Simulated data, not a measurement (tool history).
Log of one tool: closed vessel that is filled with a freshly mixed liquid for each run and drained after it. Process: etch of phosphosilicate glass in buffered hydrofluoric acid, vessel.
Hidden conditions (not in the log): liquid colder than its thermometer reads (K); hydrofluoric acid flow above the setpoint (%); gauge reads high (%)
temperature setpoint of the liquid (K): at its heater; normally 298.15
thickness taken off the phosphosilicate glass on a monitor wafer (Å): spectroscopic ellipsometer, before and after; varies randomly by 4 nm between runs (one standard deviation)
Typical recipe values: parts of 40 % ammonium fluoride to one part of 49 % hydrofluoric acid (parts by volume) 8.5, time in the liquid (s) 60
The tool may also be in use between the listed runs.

run,hour,temperature setpoint of the liquid (K),parts of 40 % ammonium fluoride to one part of 49 % hydrofluoric acid (parts by volume),time in the liquid (s),wafers since the last listed run,hours since the thermometer was replaced,hours since the hydrofluoric acid flow meter was replaced,hours since the gauge calibration,"read-back film thickness of the phosphosilicate glass reference wafer, read on the same gauge (nm)",thickness taken off the phosphosilicate glass on a monitor wafer (Å)
1,0.0,298.15,8.5,60,0,448.5,36.8,1534.1,120.04,4949.3
2,43.5,298.15,8.5,60,3267,492.0,80.3,1577.6,119.99,4892.5
3,123.5,298.15,8.5,60,6009,572.0,160.3,1657.6,120.04,4892.9
4,230.7,298.15,8.5,60,8052,679.2,267.5,1764.8,119.97,4894.8
5,271.7,298.15,8.5,60,3079,720.2,308.5,1805.8,119.98,4860.4
6,347.7,298.15,8.5,60,5709,796.2,384.5,1881.8,120.00,4841.2
7,562.3,298.15,8.5,60,16120,1010.8,599.1,2096.4,120.03,5001.0
8,608.4,298.15,8.5,60,3463,1056.9,645.2,2142.5,119.96,4887.6
9,852.8,298.15,8.5,60,18359,1301.3,889.6,2386.9,120.00,4859.3
10,928.6,298.15,8.5,60,5694,1377.1,965.4,2462.7,119.96,4895.6
11,975.2,298.15,8.5,60,3500,1423.7,1012.0,2509.3,120.04,4854.8
12,1063.7,298.15,8.5,60,6648,1512.2,1100.5,2597.8,120.03,4906.4
13,1118.0,298.15,8.5,60,4079,1566.5,1154.8,2652.1,120.00,4916.5
14,1223.0,298.15,8.5,60,7887,1671.5,1259.8,2757.1,119.98,4857.4
15,1274.5,298.15,10.0,60,3868,1723.0,1311.3,2808.6,120.03,4235.6
16,1335.4,298.15,8.5,60,4574,1783.9,1372.2,2869.5,119.98,4880.6
17,1404.4,296.15,11.5,60,5183,1852.9,1441.2,2938.5,120.00,3356.9
18,1480.1,294.15,6.5,70,5686,1928.6,1516.9,3014.2,119.99,6127.7
19,1550.5,298.15,12.0,35,5288,1999.0,1587.3,3084.6,120.00,2109.1
# hour 1621.8: thermometer replaced
20,1657.2,294.65,5.0,70,7940,35.4,1694.0,3191.3,119.96,7984.2
# hour 1670.2: gauge calibrated
# hour 1691.2: hydrofluoric acid flow meter replaced
21,1755.6,300.15,7.0,95,7316,133.8,64.4,85.4,120.02,10748.8
22,1824.7,298.15,8.5,60,5190,202.9,133.5,154.5,120.01,4967.5
23,1928.0,301.15,11.0,40,7759,306.2,236.8,257.8,120.04,3101.7
24,2012.8,298.15,5.5,60,6370,391.0,321.6,342.6,120.04,7543.9
25,2107.8,298.15,8.5,60,7136,486.0,416.6,437.6,120.01,4954.1
26,2206.4,300.15,7.0,95,7406,584.6,515.2,536.2,119.97,10762.6
27,2308.2,298.15,8.5,80,7647,686.4,617.0,638.0,119.98,6646.4
28,2373.2,298.15,8.5,60,4882,751.4,682.0,703.0,119.99,5011.0
29,2634.5,295.15,7.0,95,19629,1012.7,943.3,964.3,120.01,8174.2
30,2712.4,295.15,5.5,95,5851,1090.6,1021.2,1042.2,119.94,10122.7

How the hidden state differs across the entries between the runs, from the last listed run before each to the first after it:
Run 19 -> run 20: thermometer replaced (hour 1621.8)
  liquid colder than its thermometer reads (K): 0.625 -> 0.0516; hydrofluoric acid flow above the setpoint (%): 2.79 -> 2.97
  measured minus no-state result, thickness taken off the phosphosilicate glass on a monitor wafer (Å): -14.3 -> +195.1
Run 20 -> run 21: gauge calibrated (hour 1670.2); hydrofluoric acid flow meter replaced (hour 1691.2)
  liquid colder than its thermometer reads (K): 0.0516 -> 0.0815; hydrofluoric acid flow above the setpoint (%): 2.97 -> 0.722
  measured minus no-state result, thickness taken off the phosphosilicate glass on a monitor wafer (Å): +195.1 -> +21.0

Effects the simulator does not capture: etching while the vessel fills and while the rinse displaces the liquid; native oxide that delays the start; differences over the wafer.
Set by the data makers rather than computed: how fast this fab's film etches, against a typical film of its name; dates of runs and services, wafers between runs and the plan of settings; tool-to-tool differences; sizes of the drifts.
